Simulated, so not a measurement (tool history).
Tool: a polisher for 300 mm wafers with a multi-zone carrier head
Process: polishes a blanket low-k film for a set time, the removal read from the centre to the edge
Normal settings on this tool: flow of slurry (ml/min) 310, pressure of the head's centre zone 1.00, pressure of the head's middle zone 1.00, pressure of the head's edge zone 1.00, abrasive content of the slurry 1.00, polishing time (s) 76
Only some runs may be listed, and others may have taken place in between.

| run | day | flow of slurry (ml/min) | pressure of the head's centre zone | pressure of the head's middle zone | pressure of the head's edge zone | abrasive content of the slurry | polishing time (s) | incoming thickness of the incoming film, nm | film removed at the wafer's centre (Å) | film removed at mid-radius (Å) | film removed at the wafer's edge (Å) |
|---|---|---|---|---|---|---|---|---|---|---|---|
| 1 | 0.000 | 310 | 1.04 | 1.05 | 0.90 | 1.00 | 76 | 784.3 | 334 | 325 | 285 |
| 2 | 2.550 | 310 | 1.08 | 0.94 | 1.00 | 1.00 | 76 | 780.3 | 341 | 295 | 301 |
| 3 | 5.217 | 310 | 1.00 | 1.00 | 1.00 | 1.00 | 76 | 796.4 | 322 | 307 | 301 |
|  | 5.854 | worn pad replaced by a new one |
|  | 6.262 | carrier head's membrane replaced by a new one |
| 4 | 7.850 | 345 | 1.00 | 1.09 | 0.93 | 1.00 | 97 | 780.9 | 426 | 460 | 395 |
|  | 10.908 | slurry nozzle cleaned |
| 5 | 11.712 | 310 | 1.00 | 1.00 | 1.00 | 1.25 | 76 | 777.4 | 381 | 373 | 361 |
|  | 14.438 | centre zone pressure recalibrated |
| 6 | 15.812 | 310 | 1.00 | 1.00 | 1.12 | 1.00 | 66 | 769.3 | 283 | 277 | 285 |
| 7 | 19.838 | 250 | 1.05 | 1.00 | 1.00 | 1.00 | 76 | 773.2 | 334 | 311 | 307 |
| 8 | 23.229 | 220 | 0.94 | 1.00 | 1.11 | 1.00 | 76 | 777.2 | 287 | 301 | 312 |
|  | 23.733 | edge zone pressure recalibrated |
| 9 | 27.012 | 385 | 1.00 | 0.96 | 1.00 | 1.30 | 68 | 781.3 | 344 | 322 | 326 |
| 10 | 29.804 | 375 | 1.00 | 1.00 | 1.03 | 1.25 | 97 | 777.7 | 477 | 458 | 451 |
| 11 | 32.700 | 310 | 1.06 | 1.03 | 1.11 | 1.00 | 76 | 777.1 | 338 | 324 | 324 |
| 12 | 34.246 | 310 | 0.94 | 0.92 | 1.00 | 0.85 | 76 | 775.0 | 263 | 252 | 267 |
|  | 34.571 | worn pad replaced by a new one |
| 13 | 37.846 | 265 | 1.00 | 1.00 | 1.00 | 1.00 | 76 | 767.8 | 329 | 322 | 315 |
|  | 41.012 | slurry nozzle cleaned |
| 14 | 41.775 | 310 | 1.00 | 1.00 | 1.00 | 1.00 | 76 | 791.3 | 332 | 326 | 311 |
|  | 43.312 | centre zone pressure recalibrated |
| 15 | 45.204 | 255 | 1.10 | 1.00 | 1.00 | 1.00 | 76 | 767.8 | 344 | 308 | 302 |
| 16 | 48.350 | 310 | 1.00 | 1.00 | 1.00 | 1.00 | 76 | 783.0 | 319 | 316 | 306 |
| 17 | 52.379 | 310 | 1.00 | 0.89 | 1.04 | 1.00 | 76 | 780.8 | 316 | 285 | 311 |
| 18 | 56.179 | 310 | 1.00 | 1.00 | 1.00 | 1.00 | 76 | 796.9 | 320 | 312 | 303 |
|  | 57.758 | edge zone pressure recalibrated |
|  | 58.200 | carrier head's membrane replaced by a new one |
| 19 | 58.517 | 245 | 1.00 | 1.00 | 1.00 | 0.75 | 76 | 767.8 | 233 | 235 | 230 |
| 20 | 61.962 | 310 | 1.08 | 1.00 | 1.00 | 1.00 | 76 | 780.0 | 345 | 304 | 303 |

Branching from run 20: 5 alternative next runs. What would each branch give?
| A | 61.983 | 310 | 1.00 | 1.00 | 1.00 | 1.00 | 76 | 775.2 | ? | ? | ? |
| B | 61.983 | 310 | 1.00 | 1.07 | 0.91 | 1.10 | 76 | 775.2 | ? | ? | ? |
| C | 61.983 | 310 | 1.00 | 1.00 | 1.00 | 1.00 | 89 | 775.2 | ? | ? | ? |
| D | 61.983 | 350 | 1.00 | 1.00 | 1.00 | 1.10 | 89 | 775.2 | ? | ? | ? |
| E | 61.983 | 270 | 1.00 | 1.00 | 1.00 | 0.75 | 76 | 775.2 | ? | ? | ? |

| run | film removed at the wafer's centre (Å) | film removed at mid-radius (Å) | film removed at the wafer's edge (Å) |
|---|---|---|---|
| A | 317 | 305 | 299 |
| B | 337 | 344 | 304 |
| C | 371 | 357 | 350 |
| D | 400 | 385 | 376 |
| E | 241 | 232 | 229 |
Without the tool's hidden state the same runs would have given:
| run | film removed at the wafer's centre (Å) | film removed at mid-radius (Å) | film removed at the wafer's edge (Å) |
|---|---|---|---|
| A | 345 | 332 | 326 |
| B | 368 | 375 | 332 |
| C | 404 | 389 | 382 |
| D | 436 | 419 | 410 |
| E | 263 | 253 | 250 |
